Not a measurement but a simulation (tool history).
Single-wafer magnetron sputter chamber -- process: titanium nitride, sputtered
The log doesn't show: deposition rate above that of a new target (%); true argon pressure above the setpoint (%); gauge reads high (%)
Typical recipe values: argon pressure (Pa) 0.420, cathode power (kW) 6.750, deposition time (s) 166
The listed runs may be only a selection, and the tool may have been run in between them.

| run | hour | argon pressure (Pa) | cathode power (kW) | deposition time (s) | wafers since the last listed run | wafers on the sputter target | hours since the last manometer calibration | hours since the magnet pack was replaced | hours since the gauge calibration | read-back reference wafer on the same gauge, thickness_nm | mean film thickness on the monitor wafer (Å) |
|---|---|---|---|---|---|---|---|---|---|---|---|
| 1 | 0.0 | 0.420 | 6.750 | 166 | 0 | 3825 | 493.2 | 7379.1 | 1379.4 | 183.081 | 2193.06 |
|  | 253.7 | sputter target and shields replaced |
| 2 | 294.1 | 0.420 | 6.750 | 166 | 2926 | 413 | 787.3 | 7673.2 | 1673.5 | 182.922 | 2189.05 |
| 3 | 353.3 | 0.420 | 6.750 | 166 | 605 | 1018 | 846.5 | 7732.4 | 1732.7 | 183.030 | 2196.14 |
| 4 | 512.8 | 0.420 | 6.750 | 166 | 1631 | 2649 | 1006.0 | 7891.9 | 1892.2 | 182.942 | 2165.60 |
| 5 | 597.2 | 0.420 | 6.750 | 166 | 863 | 3512 | 1090.4 | 7976.3 | 1976.6 | 182.938 | 2183.52 |
| 6 | 667.9 | 0.420 | 6.750 | 166 | 723 | 4236 | 1161.1 | 8047.0 | 2047.3 | 183.115 | 2174.20 |
| 7 | 730.1 | 0.347 | 6.750 | 166 | 636 | 4872 | 1223.3 | 8109.2 | 2109.5 | 182.986 | 2240.68 |
|  | 776.0 | sputter target and shields replaced |
| 8 | 832.5 | 0.347 | 6.750 | 166 | 965 | 577 | 1325.7 | 8211.6 | 2211.9 | 183.083 | 2241.25 |
|  | 867.5 | capacitance manometer re-zeroed and calibrated |
| 9 | 902.6 | 0.420 | 6.750 | 173 | 635 | 1212 | 35.1 | 8281.7 | 2282.0 | 183.180 | 2233.53 |
| 10 | 994.3 | 0.420 | 6.750 | 173 | 937 | 2150 | 126.8 | 8373.4 | 2373.7 | 183.027 | 2229.72 |
| 11 | 1060.5 | 0.420 | 6.750 | 166 | 677 | 2827 | 193.0 | 8439.6 | 2439.9 | 183.094 | 2143.19 |
| 12 | 1100.7 | 0.548 | 7.400 | 166 | 411 | 3238 | 233.2 | 8479.8 | 2480.1 | 183.009 | 2188.10 |
| 13 | 1148.9 | 0.548 | 7.400 | 166 | 492 | 3731 | 281.4 | 8528.0 | 2528.3 | 182.932 | 2192.41 |
| 14 | 1201.4 | 0.420 | 6.750 | 183 | 536 | 4268 | 333.9 | 8580.5 | 2580.8 | 182.931 | 2370.31 |
|  | 1268.2 | gauge calibrated |
| 15 | 1303.7 | 0.420 | 6.750 | 183 | 1046 | 5314 | 436.2 | 8682.8 | 35.5 | 183.034 | 2361.22 |
| 16 | 1398.5 | 0.420 | 6.750 | 166 | 969 | 6284 | 531.0 | 8777.6 | 130.3 | 183.032 | 2129.67 |
|  | 1409.2 | sputter target and shields replaced |
|  | 1427.5 | capacitance manometer re-zeroed and calibrated, repeated, since the last time left the tool worse |
| 17 | 1490.1 | 0.420 | 6.750 | 195 | 773 | 745 | 62.6 | 8869.2 | 221.9 | 183.039 | 2586.15 |
| 18 | 1579.7 | 0.377 | 6.750 | 196 | 916 | 1661 | 152.2 | 8958.8 | 311.5 | 183.133 | 2653.86 |
| 19 | 1648.4 | 0.420 | 6.750 | 166 | 702 | 2364 | 220.9 | 9027.5 | 380.2 | 183.089 | 2225.56 |
| 20 | 1695.5 | 0.555 | 6.750 | 179 | 481 | 2846 | 268.0 | 9074.6 | 427.3 | 182.880 | 2242.64 |
| 21 | 1788.4 | 0.323 | 6.750 | 166 | 950 | 3796 | 360.9 | 9167.5 | 520.2 | 182.922 | 2293.61 |
| 22 | 1888.9 | 0.286 | 6.100 | 179 | 1027 | 4824 | 461.4 | 9268.0 | 620.7 | 182.781 | 2278.67 |
|  | 1924.6 | sputter target and shields replaced |
| 23 | 1973.6 | 0.420 | 6.750 | 166 | 784 | 501 | 546.1 | 9352.7 | 705.4 | 182.989 | 2201.55 |
| 24 | 2029.4 | 0.523 | 7.450 | 194 | 570 | 1071 | 601.9 | 9408.5 | 761.2 | 183.033 | 2698.13 |
| 25 | 2108.4 | 0.501 | 8.000 | 166 | 807 | 1879 | 680.9 | 9487.5 | 840.2 | 183.098 | 2489.77 |
|  | 2180.5 | magnet pack replaced |
| 26 | 2181.0 | 0.366 | 6.750 | 166 | 660 | 2540 | 753.5 | 0.5 | 912.8 | 182.948 | 2241.01 |
| 27 | 2252.5 | 0.371 | 7.200 | 166 | 731 | 3271 | 825.0 | 72.0 | 984.3 | 182.957 | 2372.99 |
| 28 | 2346.9 | 0.368 | 6.750 | 188 | 965 | 4237 | 919.4 | 166.4 | 1078.7 | 183.007 | 2532.85 |
| 29 | 2414.7 | 0.420 | 7.550 | 166 | 693 | 4930 | 987.2 | 234.2 | 1146.5 | 182.924 | 2431.73 |
| 30 | 2519.2 | 0.574 | 5.450 | 180 | 1068 | 5999 | 1091.7 | 338.7 | 1251.0 | 183.074 | 1824.69 |
|  | 2560.7 | sputter target and shields replaced |
| 31 | 2587.5 | 0.340 | 5.350 | 136 | 616 | 274 | 1160.0 | 407.0 | 1319.3 | 183.113 | 1495.82 |
| 32 | 2675.3 | 0.420 | 6.750 | 183 | 897 | 1172 | 1247.8 | 494.8 | 1407.1 | 182.824 | 2401.25 |
|  | 2696.4 | capacitance manometer re-zeroed and calibrated |
| 33 | 2767.5 | 0.524 | 5.350 | 151 | 861 | 2033 | 71.1 | 587.0 | 1499.3 | 183.064 | 1554.20 |
| 34 | 2837.0 | 0.528 | 6.750 | 154 | 710 | 2744 | 140.6 | 656.5 | 1568.8 | 182.964 | 1960.81 |

Run-by-run hidden state of the tool:
deposition rate above that of a new target (%): 0 across all the runs
gauge reads high (%): 0 across all the runs
H1: true argon pressure above the setpoint (%)
| run | H1 |
|---|---|
| 1 | 2.86 |
| 2 | 4.88 |
| 3 | 5.28 |
| 4 | 6.38 |
| 5 | 6.95 |
| 6 | 7.44 |
| 7 | 7.86 |
| 8 | 8.57 |
| 9 | 15.9 |
| 10 | 16.5 |
| 11 | 17 |
| 12 | 17.3 |
| 13 | 17.6 |
| 14 | 18 |
| 15 | 18.7 |
| 16 | 19.3 |
| 17 | -1.76 |
| 18 | -1.14 |
| 19 | -0.672 |
| 20 | -0.35 |
| 21 | 0.287 |
| 22 | 0.975 |
| 23 | 1.56 |
| 24 | 1.94 |
| 25 | 2.48 |
| 26 | 2.98 |
| 27 | 3.47 |
| 28 | 4.11 |
| 29 | 4.58 |
| 30 | 5.29 |
| 31 | 5.76 |
| 32 | 6.36 |
| 33 | 0.532 |
| 34 | 1.01 |
